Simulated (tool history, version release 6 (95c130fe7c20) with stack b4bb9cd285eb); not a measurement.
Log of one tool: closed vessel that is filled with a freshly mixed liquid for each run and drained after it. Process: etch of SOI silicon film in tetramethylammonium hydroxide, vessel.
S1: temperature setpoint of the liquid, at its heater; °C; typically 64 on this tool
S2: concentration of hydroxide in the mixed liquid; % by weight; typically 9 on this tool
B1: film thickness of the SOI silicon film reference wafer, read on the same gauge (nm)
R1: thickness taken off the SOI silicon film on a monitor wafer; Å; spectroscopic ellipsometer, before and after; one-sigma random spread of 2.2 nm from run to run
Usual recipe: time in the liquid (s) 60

Run 1, hour 0: usual settings; B1 61.21. Result: R1 3466.8 Å.
Run 2, hour 51.3: usual settings; B1 61.29. Result: R1 3483.8 Å.
Run 3, hour 138.6: usual settings but S1 58.5 °C; B1 61.49. Result: R1 2478.1 Å.
Run 4, hour 177.5: usual settings but S1 66.5 °C, time in the liquid (s) 45; B1 61.5. Result: R1 3047.9 Å.
Run 5, hour 243.9: usual settings but S1 66.5 °C, time in the liquid (s) 45; B1 61.68. Result: R1 3077.2 Å.
Run 6, hour 291.9: usual settings but S1 66.5 °C, time in the liquid (s) 45; B1 61.8. Result: R1 3043.8 Å.
Run 7, hour 355.6: usual settings; B1 61.93. Result: R1 3545.4 Å.
Run 8, hour 406.7: usual settings; B1 62.01. Result: R1 3536.7 Å.
Run 9, hour 459.9: usual settings; B1 62.15. Result: R1 3560.2 Å.
Run 10, hour 503.3: usual settings; B1 62.32. Result: R1 3585.2 Å.
Run 11, hour 556.1: usual settings; B1 62.43. Result: R1 3541.2 Å.
At hour 578.9: hydroxide flow meter replaced.
Run 12, hour 625.5: usual settings; B1 62.56. Result: R1 3551.1 Å.
Run 13, hour 673.7: usual settings; B1 62.64. Result: R1 3608.7 Å.
Run 14, hour 735.8: usual settings; B1 62.89. Result: R1 3611.9 Å.
At hour 738.6: gauge calibrated.
Run 15, hour 768.3: usual settings but S1 59.5 °C; B1 60.47. Result: R1 2601.3 Å.
Run 16, hour 971.3: usual settings; B1 60.48. Result: R1 3453.4 Å.
Run 17, hour 1020.8: usual settings but S1 69 °C, S2 7 % by weight, time in the liquid (s) 30; B1 60.54. Result: R1 2496.7 Å.
Run 18, hour 1071: usual settings but S1 70 °C, S2 7 % by weight, time in the liquid (s) 70; B1 60.54. Result: R1 6212.2 Å.
Run 19, hour 1122.5: usual settings; B1 60.57. Result: R1 3455.2 Å.
Run 20, hour 1295.2: usual settings but S1 61 °C, time in the liquid (s) 80; B1 60.67. Result: R1 3850.5 Å.
Run 21, hour 1325.1: usual settings; B1 60.68. Result: R1 3449.5 Å.
Run 22, hour 1355.1: usual settings but S2 7 % by weight; B1 60.72. Result: R1 3731.4 Å.
Run 23, hour 1426: usual settings but S1 59.5 °C, S2 10.5 % by weight; B1 60.77. Result: R1 2458.7 Å.
Run 24, hour 1459.8: usual settings but time in the liquid (s) 35; B1 60.81. Result: R1 2022.1 Å.
Run 25, hour 1527.7: usual settings; B1 60.86. Result: R1 3453.9 Å.
Run 26, hour 1579.8: usual settings but S2 8.5 % by weight; B1 60.92. Result: R1 3499.1 Å.
Run 27, hour 1637.7: usual settings; B1 61. Result: R1 3510.4 Å.
At hour 1643.1: thermometer replaced.
Run 28, hour 1664.3: usual settings but S2 11 % by weight; B1 61.01. Result: R1 3209.9 Å.
At hour 1712.7: hydroxide flow meter replaced.
Run 29, hour 1854.3: usual settings but S1 67.5 °C, S2 7 % by weight, time in the liquid (s) 80; B1 61.3. Result: R1 6219.3 Å.
Run 30, hour 1922.8: usual settings but S1 56.5 °C, S2 11 % by weight, time in the liquid (s) 75; B1 61.37. Result: R1 2532 Å.
Run 31, hour 1954.5: usual settings but S1 70.5 °C, S2 10 % by weight, time in the liquid (s) 70; B1 61.38. Result: R1 5752.9 Å.
Run 32, hour 2025.3: usual settings but S1 67 °C, S2 10.5 % by weight, time in the liquid (s) 70; B1 61.51. Result: R1 4589.5 Å.
Run 33, hour 2104.4: usual settings; B1 61.62. Result: R1 3476.5 Å.
Run 34, hour 2135.3: usual settings; B1 61.7. Result: R1 3525.8 Å.
Run 35, hour 2206: usual settings but S1 67.5 °C, time in the liquid (s) 85; B1 61.82. Result: R1 6172.2 Å.

The tool's hidden state at each run:
liquid colder than its thermometer reads (K): 0, the same for each run
hydroxide flow below the setpoint (%): 0, the same for each run
H1: gauge reads high (%)
run     H1
  1   2.01
  2   2.16
  3   2.44
  4   2.57
  5    2.8
  6   2.97
  7   3.21
  8    3.4
  9   3.61
 10   3.78
 11      4
 12   4.29
 13    4.5
 14   4.78
 15   0.77
 16  0.827
 17  0.854
 18  0.887
 19  0.926
 20    1.1
 21   1.13
 22   1.17
 23   1.27
 24   1.32
 25   1.43
 26   1.52
 27   1.63
 28   1.68
 29   2.09
 30   2.26
 31   2.34
 32   2.52
 33   2.75
 34   2.84
 35   3.05
